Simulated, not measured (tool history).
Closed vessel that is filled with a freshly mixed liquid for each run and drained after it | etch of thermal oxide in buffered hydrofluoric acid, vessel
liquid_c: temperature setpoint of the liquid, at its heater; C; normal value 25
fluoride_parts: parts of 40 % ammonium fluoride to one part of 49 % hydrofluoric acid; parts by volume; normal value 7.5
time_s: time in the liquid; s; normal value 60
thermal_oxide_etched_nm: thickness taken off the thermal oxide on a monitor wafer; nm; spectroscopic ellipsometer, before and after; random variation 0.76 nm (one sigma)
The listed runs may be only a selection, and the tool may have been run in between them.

run     day  liquid_c  fluoride_parts  time_s  wafers since the last listed run  hours since the thermometer was replaced  hours since the hydrofluoric acid flow meter was replaced  hours since the gauge calibration  read-back film thickness of the thermal oxide reference wafer, read on the same gauge (nm)  thermal_oxide_etched_nm
  1       0        24             7.5      35                                 0                                    2178.4                                                      872.2                              495.3                                                                                      130.05                    66.51
  2   0.721        24             7.5      35                              1128                                    2195.7                                                      889.5                              512.6                                                                                      130.01                    67.44
      0.992  -- hydrofluoric acid flow meter replaced
  3   1.012        23             7.5      60                               391                                    2202.7                                                        0.5                              519.6                                                                                         130                   110.11
  4   1.392        25             7.5      40                               593                                    2211.8                                                        9.6                              528.7                                                                                      130.02                    80.77
  5   3.379        25             7.5      60                              3112                                    2259.5                                                       57.3                              576.4                                                                                      129.99                   121.52
  6   3.946        25             7.5      60                               887                                    2273.1                                                       70.9                                590                                                                                      130.05                    123.2
  7   4.342        25             7.5      60                               619                                    2282.6                                                       80.4                              599.5                                                                                      130.03                    122.8
  8   5.021        25             7.5      60                              1063                                    2298.9                                                       96.7                              615.8                                                                                      130.01                   122.54
  9   5.704        25             7.5      60                              1069                                    2315.3                                                      113.1                              632.2                                                                                         130                   122.36
 10   6.371        25               9      60                              1043                                    2331.3                                                      129.1                              648.2                                                                                      130.06                   101.34
 11   6.658      27.5             9.5      60                               450                                    2338.2                                                        136                              655.1                                                                                      129.99                   110.83
 12   7.167        25             7.5      85                               795                                    2350.4                                                      148.2                              667.3                                                                                      129.95                   174.86
      7.267  -- gauge calibrated
 13   7.879        25             7.5      35                              1115                                    2367.5                                                      165.3                               14.7                                                                                      129.95                    71.48
 14   8.204      27.5             9.5      60                               508                                    2375.3                                                      173.1                               22.5                                                                                      130.02                   110.95
 15   8.892      29.5             7.5      85                              1076                                    2391.8                                                      189.6                                 39                                                                                         130                   221.27
 16   9.562      20.5             8.5      80                              1050                                    2407.9                                                      205.7                               55.1                                                                                      130.02                   112.11
 17  10.017      22.5             5.5      60                               711                                    2418.8                                                      216.6                                 66                                                                                         130                   143.98
 18  10.367        24             7.5      35                               548                                    2427.2                                                        225                               74.4                                                                                         130                    68.09
 19  11.092        25             7.5      60                              1135                                    2444.6                                                      242.4                               91.8                                                                                      129.97                   121.89
 20  11.538      28.5               6      95                               698                                    2455.3                                                      253.1                              102.5                                                                                      129.97                   290.03
     11.954  -- thermometer replaced
 21  12.021      29.5             9.5      40                               691                                       1.6                                                      264.7                              114.1                                                                                         130                    74.52
 22  12.617      28.5            10.5      30                               932                                      15.9                                                        279                              128.4                                                                                      129.97                    48.41
 23  13.083      28.5               5      80                               730                                      27.1                                                      290.2                              139.6                                                                                         130                   259.09
 24  13.342        27               9      50                               404                                      33.3                                                      296.4                              145.8                                                                                      129.95                     84.5
 25  13.821        25             9.5      60                               750                                      44.8                                                      307.9                              157.3                                                                                      130.02                     88.4
 26  14.092        25              10      60                               424                                      51.3                                                      314.4                              163.8                                                                                         130                     84.5
 27  14.833        30             7.5      60                              1161                                      69.1                                                      332.2                              181.6                                                                                      130.01                   144.33
 28  15.379        25             7.5      60                               854                                      82.2                                                      345.3                              194.7                                                                                      130.01                    111.8
 29  15.729      29.5              10      60                               548                                      90.6                                                      353.7                              203.1                                                                                         130                   108.41
 30  17.229        25               5      85                              2348                                     126.6                                                      389.7                              239.1                                                                                      129.96                   226.19
 31  17.721        25             7.5      60                               769                                     138.4                                                      401.5                              250.9                                                                                      129.97                   109.55
 32  17.983        25             7.5      60                               411                                     144.7                                                      407.8                              257.2                                                                                      129.97                   110.17

Some steps in thermal_oxide_etched_nm between neighbouring runs. How much of each would the tool show without its hidden state too (settings, what came in, random variation), and how much is left for the hidden state, with any gauge scatter that isn't in both results?
The tool's hidden condition here consists of: liquid hotter than its thermometer reads (K); hydrofluoric acid flow above the setpoint (%); gauge reads high (%).
Run 14 -> 15: liquid_c 27.5 -> 29.5, fluoride_parts 9.5 -> 7.5, time_s 60 -> 85. thermal_oxide_etched_nm +110.32 nm: hidden state +13.2, all else +97.12.
Run 19 -> 20: liquid_c 25 -> 28.5, fluoride_parts 7.5 -> 6, time_s 60 -> 95. thermal_oxide_etched_nm +168.14 nm: hidden state +20.51, all else +147.63.
Run 20 -> 21: liquid_c 28.5 -> 29.5, fluoride_parts 6 -> 9.5, time_s 95 -> 40, thermometer replaced. thermal_oxide_etched_nm -215.51 nm: hidden state -34.25, all else -181.26.
Run 22 -> 23: fluoride_parts 10.5 -> 5, time_s 30 -> 80. thermal_oxide_etched_nm +210.68 nm: hidden state +4.85, all else +205.83.
Run 23 -> 24: liquid_c 28.5 -> 27, fluoride_parts 5 -> 9, time_s 80 -> 50. thermal_oxide_etched_nm -174.59 nm: hidden state -3.93, all else -170.66.
